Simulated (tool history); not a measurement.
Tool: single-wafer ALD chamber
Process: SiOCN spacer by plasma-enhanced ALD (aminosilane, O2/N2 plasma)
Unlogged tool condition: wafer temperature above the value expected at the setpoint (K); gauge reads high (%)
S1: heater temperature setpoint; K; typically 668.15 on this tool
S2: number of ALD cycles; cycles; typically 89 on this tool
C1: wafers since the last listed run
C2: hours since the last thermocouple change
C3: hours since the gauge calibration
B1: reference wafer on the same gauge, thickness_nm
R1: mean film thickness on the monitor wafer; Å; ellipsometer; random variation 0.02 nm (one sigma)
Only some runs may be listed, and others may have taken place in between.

run	day	S1	S2	C1	C2	C3	B1	R1
1	0	668.15	81	0	574.7	2490.3	5.465	53.27
2	2.612	668.15	89	274	637.4	2553	5.464	58.29
3	5.917	668.15	89	346	716.7	2632.3	5.46	58.76
4	8.071	668.15	89	225	768.4	2684	5.453	58.24
5	10.608	668.15	89	266	829.3	2744.9	5.452	58.39
6	14.612	668.15	89	420	925.4	2841	5.464	58.22
7	17.283	664.15	89	280	989.5	2905.1	5.456	58.64
8	20.45	668.15	80	332	1065.5	2981.1	5.454	52.65
9	24.15	668.15	80	388	1154.3	3069.9	5.46	52.26
10	25.725	668.15	89	165	1192.1	3107.7	5.458	58.51
11	28.367	668.15	89	277	1255.5	3171.1	5.456	58.57
12	39.042	668.15	89	1119	1511.7	3427.3	5.449	58.45
13	43.062	668.15	89	421	1608.2	3523.8	5.461	58.24
14	45.129	668.15	89	216	1657.8	3573.4	5.456	58.75
15	46.729	668.15	89	167	1696.2	3611.8	5.456	58.63
16	49.229	668.15	89	262	1756.2	3671.8	5.462	58.51
17	53.492	668.15	89	447	1858.5	3774.1	5.458	58.71
# day 56.204: thermocouple changed; heater temperature recalibrated
18	57.483	668.15	89	383	30.7	3869.9	5.465	58.88
19	60.242	668.15	89	289	96.9	3936.1	5.455	58.37
20	64.708	668.15	89	468	204.1	4043.3	5.459	58.64
21	68.475	668.15	98	395	294.5	4133.7	5.462	64.83
# day 71.071: gauge calibrated
22	71.292	671.15	89	295	362.1	5.3	5.458	58.56
23	73.942	674.15	80	277	425.7	68.9	5.468	52.4
24	76.4	679.15	73	257	484.7	127.9	5.452	47.43
25	80.396	668.15	99	419	580.6	223.8	5.461	64.85
26	84.317	668.15	89	411	674.7	317.9	5.463	58.79
27	86.217	683.15	89	199	720.3	363.5	5.459	57.08
28	90.154	661.15	81	413	814.8	458	5.461	53.06
29	93.1	668.15	89	308	885.5	528.7	5.463	58.37
30	95.029	681.15	81	202	931.8	575	5.469	51.81
31	98.288	668.15	75	341	1010	653.2	5.459	49.15
32	101.346	681.15	89	320	1083.4	726.6	5.459	57.55
33	105.192	664.15	97	403	1175.7	818.9	5.453	64.18
34	108.171	656.15	73	312	1247.2	890.4	5.456	48.04
35	111.8	658.15	94	380	1334.3	977.5	5.464	61.67
36	113.896	661.15	81	219	1384.6	1027.8	5.451	53.66
37	121.683	676.15	79	816	1571.5	1214.7	5.469	51.68
38	124.65	655.15	89	311	1642.7	1285.9	5.454	58.49
39	128.033	662.15	84	354	1723.9	1367.1	5.457	55.47
40	132.221	668.15	89	439	1824.4	1467.6	5.451	58.36

Expected results for the next run?
41	136.325	668.15	89	430	1922.9	1566.1	?	?

{"run 41": {"B1": 5.459, "R1": 58.55}}
The same run, on a tool lacking any hidden state, would have yielded R1 58.55 Å.
